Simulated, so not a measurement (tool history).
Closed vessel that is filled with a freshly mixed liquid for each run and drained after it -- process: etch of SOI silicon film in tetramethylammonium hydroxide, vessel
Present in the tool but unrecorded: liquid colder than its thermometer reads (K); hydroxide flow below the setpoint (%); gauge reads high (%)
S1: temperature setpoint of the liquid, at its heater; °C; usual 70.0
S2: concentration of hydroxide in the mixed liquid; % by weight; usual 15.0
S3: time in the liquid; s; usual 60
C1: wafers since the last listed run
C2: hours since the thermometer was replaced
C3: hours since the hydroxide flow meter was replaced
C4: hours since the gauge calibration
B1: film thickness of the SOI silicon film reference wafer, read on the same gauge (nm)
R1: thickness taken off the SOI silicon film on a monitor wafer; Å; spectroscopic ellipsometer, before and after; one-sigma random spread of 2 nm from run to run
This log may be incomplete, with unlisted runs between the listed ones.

{"run": 1, "hour": 0.0, "S1": 72.0, "S2": 15.0, "S3": 60, "C1": 0, "C2": 954.0, "C3": 1415.7, "C4": 1176.3, "B1": 140.0, "R1": 4221.2}
{"run": 2, "hour": 83.0, "S1": 72.0, "S2": 15.0, "S3": 60, "C1": 10848, "C2": 1037.0, "C3": 1498.7, "C4": 1259.3, "B1": 140.01, "R1": 4196.0}
{"hour": 84.7, "done": "gauge calibrated"}
{"run": 3, "hour": 125.7, "S1": 70.0, "S2": 15.0, "S3": 60, "C1": 5581, "C2": 1079.7, "C3": 1541.4, "C4": 41.0, "B1": 140.02, "R1": 3715.5}
{"run": 4, "hour": 162.0, "S1": 70.0, "S2": 15.0, "S3": 60, "C1": 4744, "C2": 1116.0, "C3": 1577.7, "C4": 77.3, "B1": 140.02, "R1": 3714.6}
{"run": 5, "hour": 208.4, "S1": 70.0, "S2": 15.0, "S3": 60, "C1": 6064, "C2": 1162.4, "C3": 1624.1, "C4": 123.7, "B1": 140.0, "R1": 3682.5}
{"run": 6, "hour": 269.7, "S1": 70.0, "S2": 15.0, "S3": 60, "C1": 8012, "C2": 1223.7, "C3": 1685.4, "C4": 185.0, "B1": 139.98, "R1": 3705.9}
{"run": 7, "hour": 346.9, "S1": 70.0, "S2": 15.0, "S3": 60, "C1": 10090, "C2": 1300.9, "C3": 1762.6, "C4": 262.2, "B1": 140.01, "R1": 3662.4}
{"run": 8, "hour": 413.7, "S1": 70.0, "S2": 15.0, "S3": 60, "C1": 8731, "C2": 1367.7, "C3": 1829.4, "C4": 329.0, "B1": 139.99, "R1": 3678.6}
{"run": 9, "hour": 485.1, "S1": 70.0, "S2": 15.0, "S3": 60, "C1": 9332, "C2": 1439.1, "C3": 1900.8, "C4": 400.4, "B1": 140.01, "R1": 3689.9}
{"run": 10, "hour": 527.9, "S1": 70.0, "S2": 15.0, "S3": 60, "C1": 5594, "C2": 1481.9, "C3": 1943.6, "C4": 443.2, "B1": 139.99, "R1": 3661.7}
{"hour": 545.4, "done": "hydroxide flow meter replaced"}
{"run": 11, "hour": 590.3, "S1": 70.0, "S2": 15.0, "S3": 60, "C1": 8025, "C2": 1544.3, "C3": 44.9, "C4": 505.6, "B1": 140.0, "R1": 3645.7}
{"run": 12, "hour": 648.2, "S1": 70.0, "S2": 15.0, "S3": 60, "C1": 7567, "C2": 1602.2, "C3": 102.8, "C4": 563.5, "B1": 139.99, "R1": 3654.4}
{"hour": 673.6, "done": "thermometer replaced"}
{"run": 13, "hour": 703.3, "S1": 70.0, "S2": 15.0, "S3": 60, "C1": 7071, "C2": 29.7, "C3": 157.9, "C4": 618.6, "B1": 139.99, "R1": 3864.3}
{"run": 14, "hour": 781.5, "S1": 65.0, "S2": 15.0, "S3": 35, "C1": 10221, "C2": 107.9, "C3": 236.1, "C4": 696.8, "B1": 140.01, "R1": 1670.5}
{"run": 15, "hour": 840.1, "S1": 70.0, "S2": 18.0, "S3": 60, "C1": 7659, "C2": 166.5, "C3": 294.7, "C4": 755.4, "B1": 140.02, "R1": 3592.9}
{"run": 16, "hour": 941.5, "S1": 65.5, "S2": 17.0, "S3": 60, "C1": 13253, "C2": 267.9, "C3": 396.1, "C4": 856.8, "B1": 140.01, "R1": 2795.6}
{"run": 17, "hour": 981.2, "S1": 70.0, "S2": 15.0, "S3": 60, "C1": 5188, "C2": 307.6, "C3": 435.8, "C4": 896.5, "B1": 139.99, "R1": 3869.8}
{"run": 18, "hour": 1034.7, "S1": 70.0, "S2": 18.0, "S3": 60, "C1": 6992, "C2": 361.1, "C3": 489.3, "C4": 950.0, "B1": 140.0, "R1": 3549.2}
{"run": 19, "hour": 1128.6, "S1": 70.0, "S2": 15.0, "S3": 60, "C1": 12273, "C2": 455.0, "C3": 583.2, "C4": 1043.9, "B1": 140.01, "R1": 3816.9}
{"run": 20, "hour": 1167.4, "S1": 76.0, "S2": 12.0, "S3": 30, "C1": 5071, "C2": 493.8, "C3": 622.0, "C4": 1082.7, "B1": 140.0, "R1": 2971.0}
{"hour": 1171.0, "done": "gauge calibrated"}
{"run": 21, "hour": 1228.1, "S1": 70.0, "S2": 17.0, "S3": 60, "C1": 7933, "C2": 554.5, "C3": 682.7, "C4": 57.1, "B1": 140.01, "R1": 3623.3}
{"run": 22, "hour": 1289.9, "S1": 70.0, "S2": 15.0, "S3": 60, "C1": 8077, "C2": 616.3, "C3": 744.5, "C4": 118.9, "B1": 139.99, "R1": 3753.4}
{"run": 23, "hour": 1374.3, "S1": 70.0, "S2": 11.5, "S3": 60, "C1": 11031, "C2": 700.7, "C3": 828.9, "C4": 203.3, "B1": 140.02, "R1": 4275.2}
{"run": 24, "hour": 1423.5, "S1": 66.0, "S2": 14.0, "S3": 60, "C1": 6430, "C2": 749.9, "C3": 878.1, "C4": 252.5, "B1": 140.01, "R1": 3066.0}
{"run": 25, "hour": 1500.5, "S1": 74.5, "S2": 16.0, "S3": 45, "C1": 10064, "C2": 826.9, "C3": 955.1, "C4": 329.5, "B1": 140.03, "R1": 3580.8}
{"run": 26, "hour": 1692.6, "S1": 77.0, "S2": 17.5, "S3": 60, "C1": 25108, "C2": 1019.0, "C3": 1147.2, "C4": 521.6, "B1": 140.01, "R1": 5277.8}

Predict each of these 3 candidate next runs independently; none follows another, all start after run 26:
{"run": "A", "hour": 1693.3, "S1": 78.0, "S2": 15.0, "S3": 60, "C1": 91, "C2": 1019.7, "C3": 1147.9, "C4": 522.3, "B1": "?", "R1": "?"}
{"run": "B", "hour": 1693.3, "S1": 67.5, "S2": 11.5, "S3": 40, "C1": 91, "C2": 1019.7, "C3": 1147.9, "C4": 522.3, "B1": "?", "R1": "?"}
{"run": "C", "hour": 1693.3, "S1": 70.0, "S2": 13.0, "S3": 60, "C1": 91, "C2": 1019.7, "C3": 1147.9, "C4": 522.3, "B1": "?", "R1": "?"}

run=A B1=140.00 R1=5869.1
run=B B1=140.00 R1=2408.9
run=C B1=140.00 R1=3982.1
Had the tool no hidden state, the same runs would have come out as:
run=A R1=6070.2
run=B R1=2496.7
run=C R1=4125.1

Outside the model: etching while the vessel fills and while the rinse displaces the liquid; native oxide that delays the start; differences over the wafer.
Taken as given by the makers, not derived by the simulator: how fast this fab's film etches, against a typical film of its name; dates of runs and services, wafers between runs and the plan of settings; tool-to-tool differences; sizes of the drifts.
